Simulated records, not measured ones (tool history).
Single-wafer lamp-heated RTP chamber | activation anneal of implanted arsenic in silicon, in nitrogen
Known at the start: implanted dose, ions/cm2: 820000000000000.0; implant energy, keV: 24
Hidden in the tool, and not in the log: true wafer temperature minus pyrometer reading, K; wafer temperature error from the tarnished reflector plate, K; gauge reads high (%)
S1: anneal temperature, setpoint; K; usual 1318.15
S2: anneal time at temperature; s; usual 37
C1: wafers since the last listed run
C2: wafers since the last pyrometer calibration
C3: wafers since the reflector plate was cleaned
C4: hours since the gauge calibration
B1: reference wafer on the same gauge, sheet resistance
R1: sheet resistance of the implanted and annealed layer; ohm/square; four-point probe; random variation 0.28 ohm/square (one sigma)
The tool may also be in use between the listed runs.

run	hour	S1	S2	C1	C2	C3	C4	B1	R1
1	0.0	1318.15	37	0	7272	4726	99.3	148.00	126.46
2	17.1	1318.15	37	294	7566	5021	116.4	148.00	126.51
3	27.7	1318.15	37	182	7749	5203	127.0	147.93	126.44
4	38.1	1318.15	49	179	7928	5382	137.4	148.03	123.74
5	51.5	1328.15	44	230	8159	5613	150.8	147.96	123.16
6	67.0	1328.15	44	266	8426	5880	166.3	148.00	123.37
7	77.5	1328.15	44	180	8606	6061	176.8	147.97	123.24
# hour 91.8: gauge calibrated
8	92.6	1318.15	37	260	8866	6321	0.8	148.04	125.96
9	98.9	1318.15	37	108	8975	6430	7.1	148.05	126.27
10	105.0	1311.15	43	105	9080	6535	13.2	147.97	126.05
11	114.7	1311.15	43	167	9247	6702	22.9	148.01	126.33
12	127.2	1326.15	37	215	9462	6917	35.4	147.98	124.51
# hour 137.9: pyrometer window cleaned and pyrometer calibrated
13	138.4	1326.15	37	55	9	6972	46.6	147.94	125.03
14	152.1	1326.15	37	235	245	7208	60.3	147.98	124.95
15	164.2	1318.15	37	208	453	7417	72.4	148.01	126.08
# hour 183.4: reflector plate cleaned
16	183.9	1318.15	37	201	655	7	92.1	147.95	127.33
17	184.3	1337.15	55	6	662	14	92.5	147.96	121.62
18	191.7	1305.15	59	127	789	142	99.9	147.99	125.91
19	203.9	1318.15	37	210	999	352	112.1	148.03	127.42
20	217.2	1301.15	27	229	1228	581	125.4	148.03	132.29
21	230.6	1318.15	15	230	1459	812	138.8	147.99	133.22
22	248.6	1346.15	26	310	1769	1122	156.8	148.00	125.08
23	256.4	1318.15	37	134	1903	1256	164.6	148.00	126.92
24	266.4	1294.15	46	172	2076	1428	174.6	148.01	129.49
# hour 273.0: gauge calibrated
25	287.3	1297.15	26	359	2436	1788	14.3	148.03	132.97
26	294.7	1341.15	43	127	2563	1916	21.7	147.98	121.78
27	302.9	1309.15	24	141	2704	2057	29.9	148.00	131.35
28	312.2	1306.15	37	160	2864	2217	39.2	148.04	128.23
29	322.5	1291.15	37	177	3042	2395	49.5	147.96	131.15
30	332.6	1318.15	37	173	3216	2569	59.6	147.99	126.63
31	341.1	1333.15	18	146	3362	2715	68.1	147.98	129.61
32	352.5	1318.15	52	196	3559	2911	79.5	147.96	123.80

Hidden state or all else? Some run-to-run changes of R1, split into what the settings, what came in and random variation would give without the hidden state, and what is left for the hidden state (with any gauge scatter that isn't in both results):
Run 15 -> 16: reflector plate cleaned. R1 +1.25 ohm/square: hidden state +1.36, all else -0.11.
Run 21 -> 22: S1 1318.15 -> 1346.15, S2 15 -> 26. R1 -8.14 ohm/square: hidden state -0.17, all else -7.97.
Run 25 -> 26: S1 1297.15 -> 1341.15, S2 26 -> 43. R1 -11.19 ohm/square: hidden state -0.12, all else -11.07.
Run 26 -> 27: S1 1341.15 -> 1309.15, S2 43 -> 24. R1 +9.57 ohm/square: hidden state +0.08, all else +9.49.
